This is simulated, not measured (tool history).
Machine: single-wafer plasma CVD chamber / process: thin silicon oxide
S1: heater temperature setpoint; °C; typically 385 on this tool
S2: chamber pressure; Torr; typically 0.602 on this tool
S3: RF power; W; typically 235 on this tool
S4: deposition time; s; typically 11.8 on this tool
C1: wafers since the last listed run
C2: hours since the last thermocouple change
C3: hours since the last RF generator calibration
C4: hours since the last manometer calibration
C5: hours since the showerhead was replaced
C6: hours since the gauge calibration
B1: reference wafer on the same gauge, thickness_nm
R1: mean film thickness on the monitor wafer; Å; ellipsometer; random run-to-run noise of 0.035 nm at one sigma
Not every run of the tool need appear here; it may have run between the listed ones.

{"run": 1, "day": 0.0, "S1": 385, "S2": 0.602, "S3": 235, "S4": 11.8, "C1": 0, "C2": 755.1, "C3": 1455.8, "C4": 2443.0, "C5": 8364.5, "C6": 195.5, "B1": 11.903, "R1": 135.15}
{"run": 2, "day": 0.583, "S1": 373, "S2": 0.602, "S3": 235, "S4": 11.8, "C1": 487, "C2": 769.1, "C3": 1469.8, "C4": 2457.0, "C5": 8378.5, "C6": 209.5, "B1": 11.902, "R1": 136.17}
{"run": 3, "day": 1.742, "S1": 373, "S2": 0.602, "S3": 235, "S4": 11.8, "C1": 968, "C2": 796.9, "C3": 1497.6, "C4": 2484.8, "C5": 8406.3, "C6": 237.3, "B1": 11.899, "R1": 135.8}
{"run": 4, "day": 2.204, "S1": 385, "S2": 0.602, "S3": 235, "S4": 11.8, "C1": 386, "C2": 808.0, "C3": 1508.7, "C4": 2495.9, "C5": 8417.4, "C6": 248.4, "B1": 11.901, "R1": 134.74}
{"day": 2.904, "done": "RF generator calibrated"}
{"run": 5, "day": 2.925, "S1": 385, "S2": 0.602, "S3": 235, "S4": 11.8, "C1": 323, "C2": 825.3, "C3": 0.5, "C4": 2513.2, "C5": 8434.7, "C6": 265.7, "B1": 11.899, "R1": 139.2}
{"run": 6, "day": 4.438, "S1": 385, "S2": 0.602, "S3": 235, "S4": 11.8, "C1": 1264, "C2": 861.6, "C3": 36.8, "C4": 2549.5, "C5": 8471.0, "C6": 302.0, "B1": 11.898, "R1": 139.97}
{"run": 7, "day": 4.925, "S1": 385, "S2": 0.602, "S3": 235, "S4": 11.8, "C1": 407, "C2": 873.3, "C3": 48.5, "C4": 2561.2, "C5": 8482.7, "C6": 313.7, "B1": 11.9, "R1": 139.13}
{"day": 5.479, "done": "showerhead replaced, of another model than before"}
{"run": 8, "day": 5.617, "S1": 385, "S2": 0.602, "S3": 235, "S4": 11.8, "C1": 299, "C2": 889.9, "C3": 65.1, "C4": 2577.8, "C5": 3.3, "C6": 330.3, "B1": 11.897, "R1": 140.42}
{"day": 5.967, "done": "capacitance manometer re-zeroed and calibrated"}
{"run": 9, "day": 5.988, "S1": 385, "S2": 0.602, "S3": 235, "S4": 11.8, "C1": 31, "C2": 898.8, "C3": 74.0, "C4": 0.5, "C5": 12.2, "C6": 339.2, "B1": 11.902, "R1": 139.98}
{"run": 10, "day": 6.442, "S1": 385, "S2": 0.602, "S3": 235, "S4": 11.8, "C1": 379, "C2": 909.7, "C3": 84.9, "C4": 11.4, "C5": 23.1, "C6": 350.1, "B1": 11.9, "R1": 139.87}
{"run": 11, "day": 7.146, "S1": 385, "S2": 0.602, "S3": 235, "S4": 11.8, "C1": 588, "C2": 926.6, "C3": 101.8, "C4": 28.3, "C5": 40.0, "C6": 367.0, "B1": 11.899, "R1": 139.12}
{"day": 7.5, "done": "gauge calibrated"}
{"run": 12, "day": 7.85, "S1": 385, "S2": 0.602, "S3": 235, "S4": 11.8, "C1": 588, "C2": 943.5, "C3": 118.7, "C4": 45.2, "C5": 56.9, "C6": 8.4, "B1": 11.9, "R1": 139.64}
{"run": 13, "day": 8.454, "S1": 385, "S2": 0.473, "S3": 235, "S4": 11.8, "C1": 505, "C2": 958.0, "C3": 133.2, "C4": 59.7, "C5": 71.4, "C6": 22.9, "B1": 11.899, "R1": 124.5}
{"run": 14, "day": 9.0, "S1": 398, "S2": 0.538, "S3": 205, "S4": 11.8, "C1": 456, "C2": 971.1, "C3": 146.3, "C4": 72.8, "C5": 84.5, "C6": 36.0, "B1": 11.901, "R1": 127.21}
{"run": 15, "day": 9.558, "S1": 385, "S2": 0.602, "S3": 235, "S4": 10.9, "C1": 466, "C2": 984.5, "C3": 159.7, "C4": 86.2, "C5": 97.9, "C6": 49.4, "B1": 11.899, "R1": 128.36}
{"run": 16, "day": 9.912, "S1": 385, "S2": 0.558, "S3": 235, "S4": 11.8, "C1": 296, "C2": 993.0, "C3": 168.2, "C4": 94.7, "C5": 106.4, "C6": 57.9, "B1": 11.898, "R1": 134.56}
{"day": 10.6, "done": "thermocouple changed; heater temperature recalibrated"}
{"run": 17, "day": 10.621, "S1": 389, "S2": 0.602, "S3": 215, "S4": 11.8, "C1": 313, "C2": 0.5, "C3": 185.2, "C4": 111.7, "C5": 123.4, "C6": 74.9, "B1": 11.899, "R1": 136.19}
{"run": 18, "day": 11.088, "S1": 385, "S2": 0.473, "S3": 235, "S4": 11.8, "C1": 390, "C2": 11.7, "C3": 196.4, "C4": 122.9, "C5": 134.6, "C6": 86.1, "B1": 11.899, "R1": 124.54}
{"run": 19, "day": 11.592, "S1": 385, "S2": 0.602, "S3": 235, "S4": 11.8, "C1": 421, "C2": 23.8, "C3": 208.5, "C4": 135.0, "C5": 146.7, "C6": 98.2, "B1": 11.897, "R1": 139.65}
{"run": 20, "day": 11.85, "S1": 385, "S2": 0.602, "S3": 235, "S4": 11.8, "C1": 215, "C2": 30.0, "C3": 214.7, "C4": 141.2, "C5": 152.9, "C6": 104.4, "B1": 11.894, "R1": 139.6}
{"run": 21, "day": 12.246, "S1": 385, "S2": 0.47, "S3": 235, "S4": 10.7, "C1": 330, "C2": 39.5, "C3": 224.2, "C4": 150.7, "C5": 162.4, "C6": 113.9, "B1": 11.9, "R1": 112.19}
{"run": 22, "day": 12.996, "S1": 385, "S2": 0.455, "S3": 280, "S4": 10.7, "C1": 627, "C2": 57.5, "C3": 242.2, "C4": 168.7, "C5": 180.4, "C6": 131.9, "B1": 11.901, "R1": 116.0}
{"run": 23, "day": 13.354, "S1": 385, "S2": 0.602, "S3": 250, "S4": 13.1, "C1": 299, "C2": 66.1, "C3": 250.8, "C4": 177.3, "C5": 189.0, "C6": 140.5, "B1": 11.896, "R1": 157.63}
{"run": 24, "day": 13.946, "S1": 376, "S2": 0.705, "S3": 195, "S4": 11.8, "C1": 494, "C2": 80.3, "C3": 265.0, "C4": 191.5, "C5": 203.2, "C6": 154.7, "B1": 11.899, "R1": 146.82}
{"run": 25, "day": 14.25, "S1": 385, "S2": 0.602, "S3": 235, "S4": 11.8, "C1": 254, "C2": 87.6, "C3": 272.3, "C4": 198.8, "C5": 210.5, "C6": 162.0, "B1": 11.903, "R1": 139.88}
{"run": 26, "day": 14.825, "S1": 395, "S2": 0.602, "S3": 235, "S4": 11.8, "C1": 480, "C2": 101.4, "C3": 286.1, "C4": 212.6, "C5": 224.3, "C6": 175.8, "B1": 11.904, "R1": 138.11}
{"run": 27, "day": 15.142, "S1": 385, "S2": 0.602, "S3": 245, "S4": 10.1, "C1": 264, "C2": 109.0, "C3": 293.7, "C4": 220.2, "C5": 231.9, "C6": 183.4, "B1": 11.894, "R1": 120.43}
{"run": 28, "day": 16.017, "S1": 378, "S2": 0.663, "S3": 275, "S4": 9.6, "C1": 731, "C2": 130.0, "C3": 314.7, "C4": 241.2, "C5": 252.9, "C6": 204.4, "B1": 11.903, "R1": 124.77}

List, for all runs, the conditions of the tool that the log does not record:
wafer temperature above the value expected at the setpoint (K): 0, the same for each run
true pressure above the setpoint (%): 0, the same for each run
gauge reads high (%): 0, the same for each run
H1: delivered RF power above the setpoint (%)
run=1 H1=-9.36
run=2 H1=-9.54
run=3 H1=-9.9
run=4 H1=-10
run=5 H1=-1.31
run=6 H1=-1.32
run=7 H1=-1.32
run=8 H1=-1.33
run=9 H1=-1.33
run=10 H1=-1.34
run=11 H1=-1.36
run=12 H1=-1.37
run=13 H1=-1.39
run=14 H1=-1.4
run=15 H1=-1.42
run=16 H1=-1.43
run=17 H1=-1.46
run=18 H1=-1.48
run=19 H1=-1.5
run=20 H1=-1.51
run=21 H1=-1.53
run=22 H1=-1.57
run=23 H1=-1.58
run=24 H1=-1.62
run=25 H1=-1.63
run=26 H1=-1.67
run=27 H1=-1.69
run=28 H1=-1.74
